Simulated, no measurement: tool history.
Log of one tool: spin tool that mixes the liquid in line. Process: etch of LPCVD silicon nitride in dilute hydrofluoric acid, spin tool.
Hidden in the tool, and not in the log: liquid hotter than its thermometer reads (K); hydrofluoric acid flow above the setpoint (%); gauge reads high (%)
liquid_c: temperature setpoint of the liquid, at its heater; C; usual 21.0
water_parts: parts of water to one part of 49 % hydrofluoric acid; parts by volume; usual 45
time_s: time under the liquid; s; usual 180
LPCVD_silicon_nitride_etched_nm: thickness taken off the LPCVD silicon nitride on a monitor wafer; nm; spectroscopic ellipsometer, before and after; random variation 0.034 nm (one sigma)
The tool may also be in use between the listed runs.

| run | hour | liquid_c | water_parts | time_s | wafers since the last listed run | hours since the thermometer was replaced | hours since the hydrofluoric acid flow meter was replaced | hours since the gauge calibration | read-back film thickness of the LPCVD silicon nitride reference wafer, read on the same gauge (nm) | LPCVD_silicon_nitride_etched_nm |
|---|---|---|---|---|---|---|---|---|---|---|
| 1 | 0.0 | 22.5 | 45 | 180 | 0 | 493.5 | 1576.8 | 478.9 | 109.992 | 1.694 |
| 2 | 26.1 | 17.5 | 45 | 180 | 174 | 519.6 | 1602.9 | 505.0 | 110.046 | 1.153 |
| 3 | 50.5 | 17.5 | 45 | 180 | 162 | 544.0 | 1627.3 | 529.4 | 110.017 | 1.212 |
|  | 109.6 | gauge calibrated |
| 4 | 113.2 | 17.5 | 45 | 180 | 418 | 606.7 | 1690.0 | 3.6 | 110.027 | 1.232 |
| 5 | 161.4 | 23.0 | 45 | 180 | 321 | 654.9 | 1738.2 | 51.8 | 109.996 | 1.827 |
| 6 | 198.9 | 21.0 | 45 | 180 | 250 | 692.4 | 1775.7 | 89.3 | 110.036 | 1.494 |
| 7 | 245.4 | 19.5 | 45 | 100 | 310 | 738.9 | 1822.2 | 135.8 | 110.011 | 0.761 |
| 8 | 272.4 | 19.5 | 45 | 100 | 180 | 765.9 | 1849.2 | 162.8 | 109.993 | 0.763 |
| 9 | 336.1 | 19.0 | 60 | 120 | 425 | 829.6 | 1912.9 | 226.5 | 109.988 | 0.657 |
|  | 390.4 | hydrofluoric acid flow meter replaced |
| 10 | 394.1 | 21.0 | 45 | 180 | 380 | 887.6 | 3.7 | 284.5 | 109.939 | 1.546 |
| 11 | 479.0 | 18.5 | 30 | 140 | 567 | 972.5 | 88.6 | 369.4 | 110.050 | 1.468 |
|  | 509.6 | thermometer replaced |
| 12 | 533.1 | 19.0 | 60 | 120 | 354 | 23.5 | 142.7 | 423.5 | 109.962 | 0.778 |
| 13 | 595.3 | 24.0 | 55 | 235 | 415 | 85.7 | 204.9 | 485.7 | 109.947 | 2.249 |
|  | 612.2 | gauge calibrated |
| 14 | 667.0 | 19.0 | 60 | 120 | 478 | 157.4 | 276.6 | 54.8 | 109.970 | 0.748 |
|  | 681.9 | thermometer replaced, repeated, since the last time left the tool worse |
| 15 | 711.0 | 24.5 | 35 | 70 | 287 | 29.1 | 320.6 | 98.8 | 110.059 | 0.876 |
| 16 | 754.2 | 21.0 | 45 | 130 | 288 | 72.3 | 363.8 | 142.0 | 110.017 | 1.046 |
| 17 | 820.7 | 23.5 | 40 | 125 | 444 | 138.8 | 430.3 | 208.5 | 109.945 | 1.308 |

4 ways to go on from here, each from the tool as it stands after run 17. What would each give?
| A | 821.2 | 21.0 | 45 | 180 | 3 | 139.3 | 430.8 | 209.0 | ? | ? |
| B | 821.2 | 17.0 | 55 | 250 | 3 | 139.3 | 430.8 | 209.0 | ? | ? |
| C | 821.2 | 26.0 | 45 | 180 | 3 | 139.3 | 430.8 | 209.0 | ? | ? |
| D | 821.2 | 24.0 | 30 | 180 | 3 | 139.3 | 430.8 | 209.0 | ? | ? |

| run | read-back film thickness of the LPCVD silicon nitride reference wafer, read on the same gauge (nm) | LPCVD_silicon_nitride_etched_nm |
|---|---|---|
| A | 110.011 | 1.379 |
| B | 110.011 | 1.192 |
| C | 110.011 | 1.935 |
| D | 110.011 | 2.510 |
Without the tool's hidden state the same runs would have given:
| run | LPCVD_silicon_nitride_etched_nm |
|---|---|
| A | 1.356 |
| B | 1.171 |
| C | 1.904 |
| D | 2.469 |
